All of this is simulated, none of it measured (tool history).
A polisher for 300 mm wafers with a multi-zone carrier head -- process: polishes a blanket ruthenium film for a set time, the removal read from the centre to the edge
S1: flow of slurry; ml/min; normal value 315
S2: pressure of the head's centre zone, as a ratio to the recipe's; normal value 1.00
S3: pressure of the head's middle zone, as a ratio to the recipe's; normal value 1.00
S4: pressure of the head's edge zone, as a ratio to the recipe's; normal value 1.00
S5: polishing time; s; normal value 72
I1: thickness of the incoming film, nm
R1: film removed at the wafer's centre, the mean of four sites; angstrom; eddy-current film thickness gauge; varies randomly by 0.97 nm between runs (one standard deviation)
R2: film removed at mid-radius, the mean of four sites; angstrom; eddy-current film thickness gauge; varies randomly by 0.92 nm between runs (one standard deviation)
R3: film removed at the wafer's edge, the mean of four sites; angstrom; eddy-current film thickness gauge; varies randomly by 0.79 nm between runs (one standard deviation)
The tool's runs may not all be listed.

run 1 day=0.000 | S1=315 S2=1.00 S3=1.00 S4=0.97 S5=78 | I1=487.3 | R1=863 R2=924 R3=877
-- day=0.271 worn pad replaced by a new one
run 2 day=1.679 | S1=315 S2=1.00 S3=1.00 S4=1.00 S5=72 | I1=483.9 | R1=778 R2=836 R3=830
-- day=2.308 slurry nozzle cleaned
run 3 day=4.221 | S1=315 S2=1.00 S3=1.07 S4=1.00 S5=72 | I1=490.5 | R1=786 R2=898 R3=830
run 4 day=7.892 | S1=315 S2=1.00 S3=1.07 S4=1.00 S5=72 | I1=490.2 | R1=771 R2=887 R3=843
-- day=8.288 edge zone pressure recalibrated
run 5 day=9.271 | S1=315 S2=1.00 S3=1.00 S4=1.00 S5=72 | I1=492.1 | R1=773 R2=821 R3=825
run 6 day=11.608 | S1=315 S2=1.00 S3=1.00 S4=1.00 S5=63 | I1=491.1 | R1=679 R2=738 R3=730
-- day=12.612 worn pad replaced by a new one
run 7 day=12.729 | S1=315 S2=1.00 S3=1.00 S4=1.00 S5=72 | I1=493.0 | R1=798 R2=850 R3=830
-- day=14.512 carrier head's membrane replaced by a new one
-- day=14.675 slurry nozzle cleaned
run 8 day=14.992 | S1=315 S2=1.00 S3=1.00 S4=1.00 S5=72 | I1=496.8 | R1=778 R2=845 R3=826
run 9 day=16.125 | S1=315 S2=0.93 S3=1.00 S4=1.00 S5=62 | I1=484.8 | R1=642 R2=729 R3=715
run 10 day=18.692 | S1=315 S2=1.00 S3=1.00 S4=1.00 S5=72 | I1=488.3 | R1=795 R2=843 R3=830
-- day=20.192 centre zone pressure recalibrated
run 11 day=20.271 | S1=315 S2=1.00 S3=1.00 S4=1.00 S5=72 | I1=490.4 | R1=910 R2=838 R3=830
run 12 day=23.108 | S1=315 S2=1.00 S3=1.00 S4=1.00 S5=72 | I1=484.5 | R1=895 R2=849 R3=829
-- day=24.088 worn pad replaced by a new one
run 13 day=24.867 | S1=315 S2=1.00 S3=1.00 S4=1.00 S5=72 | I1=499.7 | R1=913 R2=835 R3=831
-- day=26.396 slurry nozzle cleaned
run 14 day=27.054 | S1=315 S2=1.09 S3=1.00 S4=1.00 S5=72 | I1=496.8 | R1=943 R2=836 R3=830
-- day=31.346 centre zone pressure recalibrated, repeated, since the last time left the tool worse
run 15 day=32.742 | S1=315 S2=1.03 S3=1.00 S4=1.00 S5=53 | I1=492.3 | R1=621 R2=622 R3=600
run 16 day=34.133 | S1=315 S2=1.00 S3=1.05 S4=1.00 S5=72 | I1=483.6 | R1=821 R2=867 R3=818
run 17 day=35.288 | S1=375 S2=1.00 S3=1.00 S4=1.00 S5=72 | I1=491.1 | R1=837 R2=850 R3=857
run 18 day=37.142 | S1=315 S2=1.07 S3=1.06 S4=1.07 S5=87 | I1=495.9 | R1=1025 R2=1050 R3=1039
-- day=37.408 worn pad replaced by a new one
-- day=38.158 slurry nozzle cleaned
run 19 day=38.346 | S1=400 S2=1.07 S3=0.96 S4=1.06 S5=72 | I1=487.2 | R1=861 R2=840 R3=862
run 20 day=39.975 | S1=315 S2=1.00 S3=1.00 S4=1.00 S5=62 | I1=496.0 | R1=681 R2=719 R3=719
run 21 day=41.796 | S1=315 S2=0.95 S3=1.00 S4=1.07 S5=49 | I1=495.1 | R1=527 R2=573 R3=591

Pick out some run-to-run changes in R1. Of each, how much would a tool without hidden state show as well, from the settings, what came in and chance, and how much is left for the hidden state and any gauge scatter not in both results compared?
The tool's hidden condition here consists of: removal rate lost through wear of the pad, %; slurry flow missing at the pad, %; deviation of the centre zone's pressure from its setpoint, %; deviation of the edge zone's pressure from its setpoint, %.
Run 10 -> 11: centre zone pressure recalibrated. R1 +115 angstrom: hidden state +145, all else -30.
Run 14 -> 15: S2 1.09 -> 1.03, S5 72 -> 53, centre zone pressure recalibrated, repeated, since the last time left the tool worse. R1 -322 angstrom: hidden state -73, all else -249.
Run 15 -> 16: S2 1.03 -> 1.00, S3 1.00 -> 1.05, S5 53 -> 72. R1 +200 angstrom: hidden state -6, all else +206.

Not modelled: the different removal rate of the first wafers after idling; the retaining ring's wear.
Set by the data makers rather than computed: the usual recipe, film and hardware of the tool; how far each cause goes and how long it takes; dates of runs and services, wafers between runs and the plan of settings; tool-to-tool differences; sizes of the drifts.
